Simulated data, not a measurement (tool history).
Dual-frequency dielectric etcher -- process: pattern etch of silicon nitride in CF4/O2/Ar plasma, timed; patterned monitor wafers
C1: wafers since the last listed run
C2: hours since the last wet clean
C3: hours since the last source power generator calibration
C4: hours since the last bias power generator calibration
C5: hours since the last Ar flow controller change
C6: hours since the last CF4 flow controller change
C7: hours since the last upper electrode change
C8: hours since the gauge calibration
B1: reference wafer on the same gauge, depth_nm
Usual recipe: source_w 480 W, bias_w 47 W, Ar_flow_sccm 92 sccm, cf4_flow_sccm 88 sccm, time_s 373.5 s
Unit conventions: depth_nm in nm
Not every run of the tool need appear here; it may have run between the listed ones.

run 1 hour=0 | source_w=480 bias_w=55 Ar_flow_sccm=92 cf4_flow_sccm=88 time_s=373.5 | C1=0 C2=151.8 C3=2340.8 C4=4655.9 C5=3852.7 C6=5545.1 C7=6164.7 C8=427.2 | B1=592.6 | depth_nm=736
-- hour=8.1 gauge calibrated
run 2 hour=92.9 | source_w=480 bias_w=47 Ar_flow_sccm=92 cf4_flow_sccm=88 time_s=373.5 | C1=509 C2=244.7 C3=2433.7 C4=4748.8 C5=3945.6 C6=5638 C7=6257.6 C8=84.8 | B1=594.4 | depth_nm=681.3
-- hour=105.2 source power generator calibrated
run 3 hour=107.4 | source_w=480 bias_w=47 Ar_flow_sccm=92 cf4_flow_sccm=88 time_s=373.5 | C1=57 C2=259.2 C3=2.2 C4=4763.3 C5=3960.1 C6=5652.5 C7=6272.1 C8=99.3 | B1=593.1 | depth_nm=681
run 4 hour=132.9 | source_w=480 bias_w=47 Ar_flow_sccm=92 cf4_flow_sccm=88 time_s=373.5 | C1=139 C2=284.7 C3=27.7 C4=4788.8 C5=3985.6 C6=5678 C7=6297.6 C8=124.8 | B1=593.1 | depth_nm=676.4
run 5 hour=160.5 | source_w=480 bias_w=47 Ar_flow_sccm=92 cf4_flow_sccm=88 time_s=373.5 | C1=151 C2=312.3 C3=55.3 C4=4816.4 C5=4013.2 C6=5705.6 C7=6325.2 C8=152.4 | B1=593.6 | depth_nm=679.9
run 6 hour=187.2 | source_w=480 bias_w=47 Ar_flow_sccm=92 cf4_flow_sccm=88 time_s=373.5 | C1=146 C2=339 C3=82 C4=4843.1 C5=4039.9 C6=5732.3 C7=6351.9 C8=179.1 | B1=592.6 | depth_nm=678.4
-- hour=243.8 upper electrode replaced
-- hour=246 Ar flow controller replaced
run 7 hour=246.5 | source_w=480 bias_w=47 Ar_flow_sccm=92 cf4_flow_sccm=88 time_s=373.5 | C1=181 C2=398.3 C3=141.3 C4=4902.4 C5=0.5 C6=5791.6 C7=2.7 C8=238.4 | B1=593.2 | depth_nm=678.7
run 8 hour=246.9 | source_w=550 bias_w=47 Ar_flow_sccm=92 cf4_flow_sccm=88 time_s=373.5 | C1=2 C2=398.7 C3=141.7 C4=4902.8 C5=0.9 C6=5792 C7=3.1 C8=238.8 | B1=592.4 | depth_nm=748.1
run 9 hour=248.1 | source_w=480 bias_w=47 Ar_flow_sccm=92 cf4_flow_sccm=75 time_s=373.5 | C1=6 C2=399.9 C3=142.9 C4=4904 C5=2.1 C6=5793.2 C7=4.3 C8=240 | B1=591.6 | depth_nm=666.5
-- hour=286.1 wet clean of the chamber
run 10 hour=286.6 | source_w=450 bias_w=41 Ar_flow_sccm=92 cf4_flow_sccm=99 time_s=422.5 | C1=79 C2=0.5 C3=181.4 C4=4942.5 C5=40.6 C6=5831.7 C7=42.8 C8=278.5 | B1=592.6 | depth_nm=719.6
-- hour=293.1 bias power generator calibrated
run 11 hour=294.5 | source_w=420 bias_w=47 Ar_flow_sccm=92 cf4_flow_sccm=82 time_s=373.5 | C1=21 C2=8.4 C3=189.3 C4=1.4 C5=48.5 C6=5839.6 C7=50.7 C8=286.4 | B1=592.6 | depth_nm=623.9
run 12 hour=312.6 | source_w=480 bias_w=47 Ar_flow_sccm=107 cf4_flow_sccm=74 time_s=373.5 | C1=99 C2=26.5 C3=207.4 C4=19.5 C5=66.6 C6=5857.7 C7=68.8 C8=304.5 | B1=594.4 | depth_nm=673.8
run 13 hour=344.3 | source_w=530 bias_w=47 Ar_flow_sccm=73 cf4_flow_sccm=88 time_s=373.5 | C1=173 C2=58.2 C3=239.1 C4=51.2 C5=98.3 C6=5889.4 C7=100.5 C8=336.2 | B1=594.3 | depth_nm=806.1
-- hour=357.7 CF4 flow controller replaced
run 14 hour=358 | source_w=410 bias_w=47 Ar_flow_sccm=83 cf4_flow_sccm=88 time_s=373.5 | C1=42 C2=71.9 C3=252.8 C4=64.9 C5=112 C6=0.3 C7=114.2 C8=349.9 | B1=592.6 | depth_nm=617.1
-- hour=418.5 gauge calibrated
run 15 hour=439.4 | source_w=480 bias_w=47 Ar_flow_sccm=92 cf4_flow_sccm=88 time_s=373.5 | C1=446 C2=153.3 C3=334.2 C4=146.3 C5=193.4 C6=81.7 C7=195.6 C8=20.9 | B1=594.8 | depth_nm=689.7
run 16 hour=463.7 | source_w=480 bias_w=47 Ar_flow_sccm=73 cf4_flow_sccm=101 time_s=373.5 | C1=133 C2=177.6 C3=358.5 C4=170.6 C5=217.7 C6=106 C7=219.9 C8=45.2 | B1=593.9 | depth_nm=735.2
run 17 hour=475.8 | source_w=400 bias_w=56 Ar_flow_sccm=92 cf4_flow_sccm=81 time_s=373.5 | C1=66 C2=189.7 C3=370.6 C4=182.7 C5=229.8 C6=118.1 C7=232 C8=57.3 | B1=591.8 | depth_nm=620.1
run 18 hour=497.6 | source_w=480 bias_w=47 Ar_flow_sccm=84 cf4_flow_sccm=88 time_s=311.5 | C1=119 C2=211.5 C3=392.4 C4=204.5 C5=251.6 C6=139.9 C7=253.8 C8=79.1 | B1=592.7 | depth_nm=582.6
run 19 hour=537.5 | source_w=540 bias_w=43 Ar_flow_sccm=71 cf4_flow_sccm=104 time_s=373.5 | C1=218 C2=251.4 C3=432.3 C4=244.4 C5=291.5 C6=179.8 C7=293.7 C8=119 | B1=591.9 | depth_nm=793.9
run 20 hour=562.9 | source_w=480 bias_w=47 Ar_flow_sccm=92 cf4_flow_sccm=88 time_s=373.5 | C1=139 C2=276.8 C3=457.7 C4=269.8 C5=316.9 C6=205.2 C7=319.1 C8=144.4 | B1=592 | depth_nm=688.6

Hidden state or all else? Some run-to-run changes of depth_nm, split into what the settings, what came in and random variation would give without the hidden state, and what is left for the hidden state (with any gauge scatter that isn't in both results):
What the log doesn't record here: etch rate over this chamber's usual, %; source power that arrives over what is set, %; bias power that arrives over what is set, %; Ar flow that arrives over what is set, %; CF4 flow that arrives over what is set, %; gauge reads high (%).
Run 9 -> 10: source_w 480 -> 450, bias_w 47 -> 41, cf4_flow_sccm 75 -> 99, time_s 373.5 -> 422.5, wet clean of the chamber. depth_nm +53.1 nm: hidden state +33.7, all else +19.4.
Run 13 -> 14: source_w 530 -> 410, Ar_flow_sccm 73 -> 83, CF4 flow controller replaced. depth_nm -189 nm: hidden state +0.2, all else -189.2.
Run 18 -> 19: source_w 480 -> 540, bias_w 47 -> 43, Ar_flow_sccm 84 -> 71, cf4_flow_sccm 88 -> 104, time_s 311.5 -> 373.5. depth_nm +211.3 nm: hidden state -8.6, all else +219.9.
